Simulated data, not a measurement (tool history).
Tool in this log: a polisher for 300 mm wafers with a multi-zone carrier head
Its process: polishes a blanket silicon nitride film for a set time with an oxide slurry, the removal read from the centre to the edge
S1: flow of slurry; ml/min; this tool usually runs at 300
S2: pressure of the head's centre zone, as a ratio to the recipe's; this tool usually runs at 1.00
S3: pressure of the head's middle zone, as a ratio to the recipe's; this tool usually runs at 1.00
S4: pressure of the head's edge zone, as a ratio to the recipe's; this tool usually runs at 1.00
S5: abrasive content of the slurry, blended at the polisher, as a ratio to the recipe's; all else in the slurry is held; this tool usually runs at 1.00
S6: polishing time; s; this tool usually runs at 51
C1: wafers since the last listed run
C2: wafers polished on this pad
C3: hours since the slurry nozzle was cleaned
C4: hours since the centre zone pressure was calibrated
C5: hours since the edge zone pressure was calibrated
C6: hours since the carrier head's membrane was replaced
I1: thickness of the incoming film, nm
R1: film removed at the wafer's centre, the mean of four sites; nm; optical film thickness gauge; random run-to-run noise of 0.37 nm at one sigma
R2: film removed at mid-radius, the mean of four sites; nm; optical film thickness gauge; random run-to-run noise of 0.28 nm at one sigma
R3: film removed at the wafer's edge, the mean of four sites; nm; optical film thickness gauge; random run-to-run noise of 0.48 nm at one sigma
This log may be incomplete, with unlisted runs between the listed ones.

run 1 hour=0.0 | S1=360 S2=1.00 S3=1.00 S4=1.00 S5=1.00 S6=51 | C1=0 C2=3035 C3=219.5 C4=738.8 C5=774.7 C6=1034.6 | I1=413.3 | R1=30.8 R2=30.7 R3=31.0
run 2 hour=34.9 | S1=360 S2=1.00 S3=1.00 S4=1.00 S5=1.00 S6=51 | C1=436 C2=3471 C3=254.4 C4=773.7 C5=809.6 C6=1069.5 | I1=420.3 | R1=30.1 R2=29.3 R3=30.8
-- hour=62.1 worn pad replaced by a new one
run 3 hour=91.8 | S1=360 S2=1.00 S3=1.00 S4=1.00 S5=1.00 S6=51 | C1=662 C2=371 C3=311.3 C4=830.6 C5=866.5 C6=1126.4 | I1=420.7 | R1=33.0 R2=32.3 R3=33.7
-- hour=123.9 edge zone pressure recalibrated
run 4 hour=136.6 | S1=300 S2=1.00 S3=1.00 S4=1.00 S5=1.00 S6=51 | C1=535 C2=907 C3=356.1 C4=875.4 C5=12.7 C6=1171.2 | I1=413.4 | R1=30.0 R2=30.2 R3=32.0
-- hour=158.5 slurry nozzle cleaned
run 5 hour=161.5 | S1=300 S2=1.00 S3=1.00 S4=1.00 S5=1.00 S6=51 | C1=299 C2=1206 C3=3.0 C4=900.3 C5=37.6 C6=1196.1 | I1=426.3 | R1=33.5 R2=32.7 R3=33.6
run 6 hour=230.4 | S1=390 S2=1.00 S3=1.00 S4=1.00 S5=1.00 S6=51 | C1=862 C2=2068 C3=71.9 C4=969.2 C5=106.5 C6=1265.0 | I1=429.0 | R1=33.8 R2=33.2 R3=32.8
run 7 hour=263.5 | S1=300 S2=1.07 S3=1.00 S4=1.00 S5=1.10 S6=36 | C1=414 C2=2483 C3=105.0 C4=1002.3 C5=139.6 C6=1298.1 | I1=410.4 | R1=24.9 R2=22.8 R3=24.3
run 8 hour=319.1 | S1=300 S2=1.00 S3=1.00 S4=1.00 S5=1.00 S6=51 | C1=695 C2=3179 C3=160.6 C4=1057.9 C5=195.2 C6=1353.7 | I1=419.4 | R1=30.3 R2=30.5 R3=31.2
-- hour=343.3 worn pad replaced by a new one
run 9 hour=389.8 | S1=300 S2=1.00 S3=1.09 S4=1.00 S5=1.00 S6=38 | C1=834 C2=582 C3=231.3 C4=1128.6 C5=265.9 C6=1424.4 | I1=419.8 | R1=23.9 R2=25.0 R3=24.7
run 10 hour=421.8 | S1=300 S2=0.88 S3=1.00 S4=1.06 S5=1.00 S6=58 | C1=400 C2=982 C3=263.3 C4=1160.6 C5=297.9 C6=1456.4 | I1=424.9 | R1=32.4 R2=36.2 R3=38.4
-- hour=440.9 centre zone pressure recalibrated
run 11 hour=473.5 | S1=395 S2=1.00 S3=1.00 S4=1.00 S5=1.00 S6=51 | C1=622 C2=1604 C3=315.0 C4=32.6 C5=349.6 C6=1508.1 | I1=420.4 | R1=32.8 R2=32.1 R3=32.8
run 12 hour=509.8 | S1=300 S2=1.00 S3=1.00 S4=1.00 S5=1.00 S6=51 | C1=454 C2=2059 C3=351.3 C4=68.9 C5=385.9 C6=1544.4 | I1=413.4 | R1=30.2 R2=29.8 R3=30.8
run 13 hour=555.0 | S1=260 S2=1.00 S3=1.11 S4=1.00 S5=0.90 S6=43 | C1=565 C2=2624 C3=396.5 C4=114.1 C5=431.1 C6=1589.6 | I1=423.8 | R1=21.5 R2=22.9 R3=23.3
-- hour=559.5 slurry nozzle cleaned
run 14 hour=579.2 | S1=300 S2=1.09 S3=1.00 S4=1.06 S5=1.15 S6=59 | C1=290 C2=2915 C3=19.7 C4=138.3 C5=455.3 C6=1613.8 | I1=421.9 | R1=42.1 R2=38.0 R3=40.1
run 15 hour=605.0 | S1=205 S2=1.00 S3=0.95 S4=0.93 S5=1.15 S6=51 | C1=322 C2=3238 C3=45.5 C4=164.1 C5=481.1 C6=1639.6 | I1=413.1 | R1=31.3 R2=30.0 R3=30.5
-- hour=613.4 carrier head's membrane replaced by a new one
-- hour=636.6 worn pad replaced by a new one
run 16 hour=654.8 | S1=255 S2=1.00 S3=1.00 S4=1.00 S5=1.00 S6=51 | C1=510 C2=227 C3=95.3 C4=213.9 C5=530.9 C6=41.4 | I1=418.1 | R1=33.0 R2=31.9 R3=34.1
run 17 hour=709.7 | S1=300 S2=1.00 S3=1.12 S4=1.00 S5=1.00 S6=51 | C1=687 C2=915 C3=150.2 C4=268.8 C5=585.8 C6=96.3 | I1=412.1 | R1=32.7 R2=34.7 R3=33.1
run 18 hour=778.8 | S1=250 S2=1.05 S3=1.00 S4=1.07 S5=1.00 S6=35 | C1=864 C2=1780 C3=219.3 C4=337.9 C5=654.9 C6=165.4 | I1=415.7 | R1=22.3 R2=21.3 R3=22.6
run 19 hour=848.0 | S1=300 S2=1.00 S3=1.00 S4=1.00 S5=1.00 S6=51 | C1=866 C2=2646 C3=288.5 C4=407.1 C5=724.1 C6=234.6 | I1=419.6 | R1=30.7 R2=30.0 R3=30.4
-- hour=871.9 slurry nozzle cleaned
run 20 hour=878.9 | S1=300 S2=1.00 S3=1.00 S4=1.00 S5=1.00 S6=51 | C1=374 C2=3020 C3=7.0 C4=438.0 C5=755.0 C6=265.5 | I1=426.0 | R1=31.5 R2=30.8 R3=31.9
-- hour=912.7 worn pad replaced by a new one
run 21 hour=940.1 | S1=300 S2=1.11 S3=1.00 S4=1.00 S5=1.00 S6=51 | C1=715 C2=342 C3=68.2 C4=499.2 C5=816.2 C6=326.7 | I1=418.6 | R1=37.7 R2=32.9 R3=33.9

What if the next run were any one of these 4? Each begins from the tool's condition after run 21:
run A hour=940.5 | S1=300 S2=1.00 S3=1.00 S4=1.00 S5=1.00 S6=51 | C1=5 C2=347 C3=68.6 C4=499.6 C5=816.6 C6=327.1 | I1=423.3 | R1=? R2=? R3=?
run B hour=940.5 | S1=300 S2=1.00 S3=1.00 S4=0.89 S5=1.00 S6=66 | C1=5 C2=347 C3=68.6 C4=499.6 C5=816.6 C6=327.1 | I1=423.3 | R1=? R2=? R3=?
run C hour=940.5 | S1=205 S2=1.00 S3=1.00 S4=1.00 S5=1.00 S6=51 | C1=5 C2=347 C3=68.6 C4=499.6 C5=816.6 C6=327.1 | I1=423.3 | R1=? R2=? R3=?
run D hour=940.5 | S1=300 S2=1.00 S3=1.04 S4=1.00 S5=1.00 S6=51 | C1=5 C2=347 C3=68.6 C4=499.6 C5=816.6 C6=327.1 | I1=423.3 | R1=? R2=? R3=?

run=A R1=34.2 R2=33.1 R3=34.0
run=B R1=44.3 R2=42.9 R3=41.7
run=C R1=32.3 R2=31.4 R3=32.7
run=D R1=34.2 R2=33.9 R3=34.0
The same runs, with their run-to-run variation unchanged, on a tool lacking any hidden condition would have given:
run=A R1=34.7 R2=33.5 R3=34.4
run=B R1=44.9 R2=43.4 R3=42.2
run=C R1=32.7 R2=31.8 R3=33.1
run=D R1=34.7 R2=34.3 R3=34.4
